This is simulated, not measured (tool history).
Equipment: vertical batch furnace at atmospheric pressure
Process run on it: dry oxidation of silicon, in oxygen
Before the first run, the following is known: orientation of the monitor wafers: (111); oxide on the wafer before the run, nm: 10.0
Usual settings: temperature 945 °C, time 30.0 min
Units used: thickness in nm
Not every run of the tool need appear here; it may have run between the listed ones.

run     day  temperature  time  read-back reference wafer on the same gauge, thickness  thickness
  1   0.000          925  34.0                                                   30.22      29.36
  2   1.025          945  30.0                                                   30.20      31.33
  3   3.171          945  30.0                                                   30.19      31.16
  4   5.983          945  30.0                                                   30.18      31.38
  5   7.017          945  30.0                                                   30.17      31.25
  6   9.646          945  30.0                                                   30.17      31.13
  7  10.950          956  20.5                                                   30.23      27.31
     16.150  -- thermocouples replaced and temperature profile calibrated
  8  19.171          929  30.0                                                   30.20      27.96
  9  20.371          929  30.0                                                   30.20      27.76
 10  22.625          945  30.0                                                   30.21      31.36
 11  24.775          935  41.0                                                   30.23      34.88
 12  26.333          924  15.5                                                   30.16      19.67
 13  28.596          945  30.0                                                   30.18      31.23
 14  29.625          945  30.0                                                   30.21      31.26
     30.900  -- gauge calibrated
 15  31.454          922  30.0                                                   30.19      26.74
     35.267  -- boat lift adjusted
 16  35.288          945  30.0                                                   30.20      31.09
 17  36.938          936  23.0                                                   30.17      25.73
 18  39.800          945  44.0                                                   30.23      38.90
 19  42.104          921  23.0                                                   30.18      23.18
 20  49.050          960  15.5                                                   30.17      24.44

What if the next run were any one of these 4? Each begins from the tool's condition after run 20:
  A  49.254          945  30.0                                                       ?          ?
  B  49.254          920  39.5                                                       ?          ?
  C  49.254          958  16.5                                                       ?          ?
  D  49.254          955  23.0                                                       ?          ?

run  read-back reference wafer on the same gauge, thickness  thickness
  A                                                   30.18      31.03
  B                                                   30.18      30.23
  C                                                   30.18      24.66
  D                                                   30.18      28.71
With the hidden condition removed and each run's random variation left untouched, the same runs would have given:
run  thickness
  A      31.03
  B      30.23
  C      24.66
  D      28.71
